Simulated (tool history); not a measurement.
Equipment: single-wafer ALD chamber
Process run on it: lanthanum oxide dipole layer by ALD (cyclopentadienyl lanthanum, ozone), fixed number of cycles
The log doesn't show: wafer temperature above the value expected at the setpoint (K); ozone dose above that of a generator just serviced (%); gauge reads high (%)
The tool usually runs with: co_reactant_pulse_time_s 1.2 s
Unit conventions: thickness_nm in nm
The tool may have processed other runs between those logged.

run,hour,co_reactant_pulse_time_s,wafers since the last listed run,hours since the last thermocouple change,hours since the last ozone generator service,hours since the showerhead was replaced,hours since the gauge calibration,"read-back reference wafer on the same gauge, thickness_nm",thickness_nm
1,0,0.92,0,1211.7,1264.5,5399.8,293.4,0.608,0.492
2,38.6,0.92,608,1250.3,1303.1,5438.4,332,0.607,0.498
3,69.3,0.92,483,1281,1333.8,5469.1,362.7,0.607,0.497
4,117.6,0.88,761,1329.3,1382.1,5517.4,411,0.606,0.477
5,160.6,0.88,677,1372.3,1425.1,5560.4,454,0.608,0.477
6,193,1.2,510,1404.7,1457.5,5592.8,486.4,0.607,0.564
7,240.1,1.2,742,1451.8,1504.6,5639.9,533.5,0.607,0.564
# hour 267.5: gauge calibrated
8,288.2,1.2,758,1499.9,1552.7,5688,20.7,0.607,0.567
# hour 328.8: thermocouple changed; heater temperature recalibrated
# hour 331.5: showerhead replaced
9,332,1.2,521,3.2,1596.5,0.5,64.5,0.608,0.57
10,359.7,0.76,436,30.9,1624.2,28.2,92.2,0.608,0.417
11,384.8,1.2,395,56,1649.3,53.3,117.3,0.607,0.57
12,450.7,1.38,1038,121.9,1715.2,119.2,183.2,0.606,0.592
13,498.3,1.2,750,169.5,1762.8,166.8,230.8,0.607,0.562

Estimate the outcome of run 14 from the log above:
# hour 530.7: ozone generator serviced
14,558.1,0.85,816,229.3,27.4,226.6,290.6,?,?

Logged for run 14: read-back reference wafer on the same gauge, thickness_nm 0.608, thickness_nm 0.46 nm.
Minus the tool's unlogged condition, the same run would have read thickness_nm 0.46 nm.

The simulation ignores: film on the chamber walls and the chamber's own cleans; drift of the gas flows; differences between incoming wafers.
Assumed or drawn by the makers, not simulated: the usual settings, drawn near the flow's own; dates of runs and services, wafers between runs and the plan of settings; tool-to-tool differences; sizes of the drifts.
